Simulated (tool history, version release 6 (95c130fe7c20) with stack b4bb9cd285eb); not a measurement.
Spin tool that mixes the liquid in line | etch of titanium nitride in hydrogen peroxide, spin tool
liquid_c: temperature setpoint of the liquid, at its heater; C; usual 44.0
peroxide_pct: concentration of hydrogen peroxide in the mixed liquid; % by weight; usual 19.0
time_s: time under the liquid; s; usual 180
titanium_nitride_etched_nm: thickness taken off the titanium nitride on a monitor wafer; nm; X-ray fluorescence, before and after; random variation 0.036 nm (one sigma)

run,hour,liquid_c,peroxide_pct,time_s,"read-back film thickness of the titanium nitride reference wafer, read on the same gauge (nm)",titanium_nitride_etched_nm
1,0.0,44.0,19.0,235,40.013,4.381
2,15.6,44.0,19.0,180,39.987,3.329
3,27.8,44.0,19.0,180,40.014,3.374
4,63.6,44.0,19.0,180,39.982,3.328
5,93.8,44.0,23.0,180,40.009,3.437
6,114.5,44.0,23.0,180,40.005,3.404
7,134.2,44.0,23.0,180,40.005,3.506
8,147.0,44.0,19.0,180,39.981,3.310
# hour 174.6: heated supply line repaired
9,177.2,44.0,19.0,180,40.017,4.303
10,212.5,44.0,24.5,85,39.994,2.132
11,231.8,41.0,22.0,210,40.009,4.094
# hour 240.1: thermometer replaced
12,250.6,44.0,19.0,180,39.992,4.258
# hour 260.1: gauge calibrated
# hour 262.2: peroxide flow meter replaced
# hour 276.1: new drum of peroxide connected
13,283.4,44.0,19.0,180,40.009,4.298
14,316.5,44.0,19.0,275,39.958,6.419
15,391.4,47.0,21.0,235,39.969,7.095
16,419.0,37.5,21.5,255,40.000,3.714
17,432.1,44.0,19.0,180,39.995,4.238
18,451.5,53.5,17.0,105,40.007,4.757
19,480.4,44.0,19.0,120,39.984,2.812

Forecast each of these 3 alternatives for the next run:
A,480.9,44.0,19.0,180,?,?
B,480.9,54.0,16.5,145,?,?
C,480.9,35.5,16.0,220,?,?

run,"read-back film thickness of the titanium nitride reference wafer, read on the same gauge (nm)",titanium_nitride_etched_nm
A,39.992,4.205
B,39.992,6.834
C,39.992,2.562
Without the tool's hidden state the same runs would have given:
run,titanium_nitride_etched_nm
A,4.561
B,7.376
C,2.792
